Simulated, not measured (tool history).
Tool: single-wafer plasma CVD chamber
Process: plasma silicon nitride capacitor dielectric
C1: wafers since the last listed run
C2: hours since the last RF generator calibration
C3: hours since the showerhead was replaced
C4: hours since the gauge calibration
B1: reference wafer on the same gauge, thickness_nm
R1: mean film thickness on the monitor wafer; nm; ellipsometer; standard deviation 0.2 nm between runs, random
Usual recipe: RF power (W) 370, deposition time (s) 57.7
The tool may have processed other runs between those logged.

run 1 hour=0 | RF_power_(W)=340 deposition_time_(s)=57.7 | C1=0 C2=647.5 C3=4056.8 C4=866.6 | B1=62.889 | R1=75.601
run 2 hour=56.2 | RF_power_(W)=340 deposition_time_(s)=57.7 | C1=885 C2=703.7 C3=4113 C4=922.8 | B1=62.903 | R1=75.886
run 3 hour=116.2 | RF_power_(W)=340 deposition_time_(s)=57.7 | C1=945 C2=763.7 C3=4173 C4=982.8 | B1=62.889 | R1=75.842
run 4 hour=142.5 | RF_power_(W)=370 deposition_time_(s)=57.7 | C1=414 C2=790 C3=4199.3 C4=1009.1 | B1=62.893 | R1=77.016
run 5 hour=201.2 | RF_power_(W)=370 deposition_time_(s)=57.7 | C1=925 C2=848.7 C3=4258 C4=1067.8 | B1=62.912 | R1=76.912
-- hour=245.7 RF generator calibrated
run 6 hour=257.5 | RF_power_(W)=370 deposition_time_(s)=57.7 | C1=761 C2=11.8 C3=4314.3 C4=1124.1 | B1=62.885 | R1=78.17
run 7 hour=320.8 | RF_power_(W)=370 deposition_time_(s)=57.7 | C1=997 C2=75.1 C3=4377.6 C4=1187.4 | B1=62.889 | R1=77.86
run 8 hour=376.8 | RF_power_(W)=370 deposition_time_(s)=53.5 | C1=882 C2=131.1 C3=4433.6 C4=1243.4 | B1=62.886 | R1=72.293
run 9 hour=418.1 | RF_power_(W)=370 deposition_time_(s)=53.5 | C1=651 C2=172.4 C3=4474.9 C4=1284.7 | B1=62.897 | R1=72.04
run 10 hour=481.9 | RF_power_(W)=370 deposition_time_(s)=53.5 | C1=1005 C2=236.2 C3=4538.7 C4=1348.5 | B1=62.907 | R1=72.12
run 11 hour=546.1 | RF_power_(W)=370 deposition_time_(s)=55.3 | C1=1011 C2=300.4 C3=4602.9 C4=1412.7 | B1=62.923 | R1=74.023
-- hour=579.6 gauge calibrated
run 12 hour=596.7 | RF_power_(W)=370 deposition_time_(s)=55.3 | C1=797 C2=351 C3=4653.5 C4=17.1 | B1=62.891 | R1=74.482
run 13 hour=638.7 | RF_power_(W)=370 deposition_time_(s)=55.3 | C1=662 C2=393 C3=4695.5 C4=59.1 | B1=62.935 | R1=73.744
run 14 hour=692.9 | RF_power_(W)=330 deposition_time_(s)=57.7 | C1=854 C2=447.2 C3=4749.7 C4=113.3 | B1=62.92 | R1=75.316
run 15 hour=744 | RF_power_(W)=330 deposition_time_(s)=57.7 | C1=805 C2=498.3 C3=4800.8 C4=164.4 | B1=62.899 | R1=75.188
run 16 hour=803.1 | RF_power_(W)=390 deposition_time_(s)=57.7 | C1=931 C2=557.4 C3=4859.9 C4=223.5 | B1=62.886 | R1=78.442
run 17 hour=837.2 | RF_power_(W)=390 deposition_time_(s)=57.7 | C1=537 C2=591.5 C3=4894 C4=257.6 | B1=62.908 | R1=78.421
run 18 hour=868.5 | RF_power_(W)=390 deposition_time_(s)=57.7 | C1=493 C2=622.8 C3=4925.3 C4=288.9 | B1=62.885 | R1=78.387
-- hour=943.5 showerhead replaced
run 19 hour=1047.8 | RF_power_(W)=345 deposition_time_(s)=57.7 | C1=2700 C2=802.1 C3=104.3 C4=468.2 | B1=62.892 | R1=75.689
-- hour=1068.1 RF generator calibrated
run 20 hour=1104.9 | RF_power_(W)=345 deposition_time_(s)=57.7 | C1=773 C2=36.8 C3=161.4 C4=525.3 | B1=62.887 | R1=76.667
run 21 hour=1132.3 | RF_power_(W)=390 deposition_time_(s)=62.1 | C1=431 C2=64.2 C3=188.8 C4=552.7 | B1=62.861 | R1=85.013
run 22 hour=1180.3 | RF_power_(W)=350 deposition_time_(s)=63.5 | C1=756 C2=112.2 C3=236.8 C4=600.7 | B1=62.902 | R1=84.365
run 23 hour=1277.6 | RF_power_(W)=420 deposition_time_(s)=57.7 | C1=1533 C2=209.5 C3=334.1 C4=698 | B1=62.901 | R1=79.932
run 24 hour=1343.1 | RF_power_(W)=370 deposition_time_(s)=50.4 | C1=1032 C2=275 C3=399.6 C4=763.5 | B1=62.909 | R1=67.659
run 25 hour=1383.8 | RF_power_(W)=350 deposition_time_(s)=62.3 | C1=641 C2=315.7 C3=440.3 C4=804.2 | B1=62.881 | R1=82.837
run 26 hour=1428 | RF_power_(W)=370 deposition_time_(s)=57.7 | C1=696 C2=359.9 C3=484.5 C4=848.4 | B1=62.88 | R1=77.549
run 27 hour=1496.4 | RF_power_(W)=370 deposition_time_(s)=64.7 | C1=1078 C2=428.3 C3=552.9 C4=916.8 | B1=62.891 | R1=86.965
run 28 hour=1670.5 | RF_power_(W)=345 deposition_time_(s)=47.5 | C1=2744 C2=602.4 C3=727 C4=1090.9 | B1=62.887 | R1=62.837
run 29 hour=1735.1 | RF_power_(W)=350 deposition_time_(s)=48.6 | C1=1018 C2=667 C3=791.6 C4=1155.5 | B1=62.906 | R1=64.183
-- hour=1776.8 RF generator calibrated
run 30 hour=1796.7 | RF_power_(W)=370 deposition_time_(s)=57.7 | C1=844 C2=19.9 C3=853.2 C4=1217.1 | B1=62.943 | R1=78.025
run 31 hour=1843.2 | RF_power_(W)=370 deposition_time_(s)=57.7 | C1=732 C2=66.4 C3=899.7 C4=1263.6 | B1=62.866 | R1=77.882
-- hour=1986.8 gauge calibrated
run 32 hour=2038.3 | RF_power_(W)=370 deposition_time_(s)=57.7 | C1=3075 C2=261.5 C3=1094.8 C4=51.5 | B1=62.869 | R1=77.887
run 33 hour=2080 | RF_power_(W)=430 deposition_time_(s)=54.1 | C1=657 C2=303.2 C3=1136.5 C4=93.2 | B1=62.92 | R1=75.202
run 34 hour=2120.9 | RF_power_(W)=370 deposition_time_(s)=51.8 | C1=644 C2=344.1 C3=1177.4 C4=134.1 | B1=62.876 | R1=69.42
run 35 hour=2152.7 | RF_power_(W)=305 deposition_time_(s)=57.7 | C1=501 C2=375.9 C3=1209.2 C4=165.9 | B1=62.915 | R1=74.24
run 36 hour=2200.2 | RF_power_(W)=390 deposition_time_(s)=67.6 | C1=748 C2=423.4 C3=1256.7 C4=213.4 | B1=62.866 | R1=91.612
run 37 hour=2235.4 | RF_power_(W)=335 deposition_time_(s)=57.7 | C1=554 C2=458.6 C3=1291.9 C4=248.6 | B1=62.929 | R1=75.621
run 38 hour=2313.2 | RF_power_(W)=340 deposition_time_(s)=49.8 | C1=1226 C2=536.4 C3=1369.7 C4=326.4 | B1=62.887 | R1=65.535
run 39 hour=2453.7 | RF_power_(W)=405 deposition_time_(s)=52.5 | C1=2214 C2=676.9 C3=1510.2 C4=466.9 | B1=62.874 | R1=71.627
-- hour=2482.4 RF generator calibrated
run 40 hour=2505.1 | RF_power_(W)=325 deposition_time_(s)=53.3 | C1=684 C2=22.7 C3=1561.6 C4=518.3 | B1=62.919 | R1=69.559

Hidden condition of the tool, last listed run before each entry between runs versus first listed run after:
After run 5, before run 6: RF generator calibrated (hour 245.7)
  delivered RF power above the setpoint (%): -5.51 -> -0.326
  measured value less the no-hidden-state value, R1: -1.061 -> -0.062 nm
After run 11, before run 12: gauge calibrated (hour 579.6)
  delivered RF power above the setpoint (%): -3.49 -> -3.77
  measured value less the no-hidden-state value, R1: -0.638 -> -0.696 nm
After run 18, before run 19: showerhead replaced (hour 943.5)
  delivered RF power above the setpoint (%): -4.62 -> -4.86
  measured value less the no-hidden-state value, R1: -0.902 -> -0.918 nm
After run 19, before run 20: RF generator calibrated (hour 1068.1)
  delivered RF power above the setpoint (%): -4.86 -> -0.839
  measured value less the no-hidden-state value, R1: -0.918 -> -0.157 nm
After run 29, before run 30: RF generator calibrated (hour 1776.8)
  delivered RF power above the setpoint (%): -4.78 -> -0.745
  measured value less the no-hidden-state value, R1: -0.766 -> -0.142 nm
After run 31, before run 32: gauge calibrated (hour 1986.8)
  delivered RF power above the setpoint (%): -1.49 -> -3.51
  measured value less the no-hidden-state value, R1: -0.284 -> -0.677 nm
After run 39, before run 40: RF generator calibrated (hour 2482.4)
  delivered RF power above the setpoint (%): -4.99 -> -0.601
  measured value less the no-hidden-state value, R1: -0.892 -> -0.102 nm
